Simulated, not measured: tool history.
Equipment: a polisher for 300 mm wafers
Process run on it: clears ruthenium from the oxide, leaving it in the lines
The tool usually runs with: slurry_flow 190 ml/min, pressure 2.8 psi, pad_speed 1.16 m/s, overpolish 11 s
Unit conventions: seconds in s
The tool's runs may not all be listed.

run	hour	slurry_flow	pressure	pad_speed	overpolish	wafers since the last listed run	wafers polished on this pad	hours since the slurry nozzle was cleaned	hours since the head pressure was calibrated	incoming thickness of the incoming film, nm	seconds
1	0	190	2.8	1.16	11	0	1230	224.3	376	90.9	52.6
# hour 55: slurry nozzle cleaned
# hour 63.9: worn pad replaced by a new one
2	93.7	190	2.8	1.16	11	897	301	38.7	469.7	89.2	47.5
# hour 142.8: head pressure recalibrated
3	221.4	190	2.8	1.16	11	1271	1573	166.4	78.6	89	53.5
# hour 242.6: worn pad replaced by a new one
4	249.1	170	2.8	1.16	11	239	65	194.1	106.3	90.1	55.1
# hour 294.5: slurry nozzle cleaned
5	297.5	170	2.8	1.16	11	479	545	3	154.7	91.3	55.7
6	324.3	190	2.8	1.16	11	271	816	29.8	181.5	89.9	55.3
7	389.2	190	2.8	1.16	11	656	1472	94.7	246.4	89.4	53.5
# hour 423.8: worn pad replaced by a new one
8	451.6	190	2.8	1.16	11	590	281	157.1	308.8	89.4	51.7
9	488.8	190	2.8	1.16	11	376	657	194.3	346	91.5	53.6
10	528.3	235	2.8	1.16	11	399	1057	233.8	385.5	90.1	51.4
# hour 562.3: head pressure recalibrated
# hour 563.3: worn pad replaced by a new one, of another model than before
11	570.9	250	1.9	1.16	14	400	77	276.4	8.6	89.3	69.5
12	605.5	250	3.8	1.44	11	350	427	311	43.2	91.6	41.5
# hour 612: slurry nozzle cleaned
13	657.7	190	2.8	1.16	11	518	945	45.7	95.4	90	55.8
14	702.1	190	2.8	1.16	11	449	1394	90.1	139.8	89.8	55.5
# hour 747.2: worn pad replaced by a new one
15	747.7	215	2.8	1.16	11	420	4	135.7	185.4	88.1	54.4
16	813.3	190	2.8	1.38	16	663	668	201.3	251	89.6	49.6

What if the next run were any one of these 3? Each begins from the tool's condition after run 16:
A	813.7	190	2.8	1.16	11	4	672	201.7	251.4	90	?
B	813.7	255	2.8	0.96	15	4	672	201.7	251.4	90	?
C	813.7	250	2.8	1.02	8	4	672	201.7	251.4	90	?

run	seconds
A	56.4
B	60.9
C	59.3
With no hidden state in the tool, these same runs would have given:
run	seconds
A	57.5
B	62.2
C	60.5
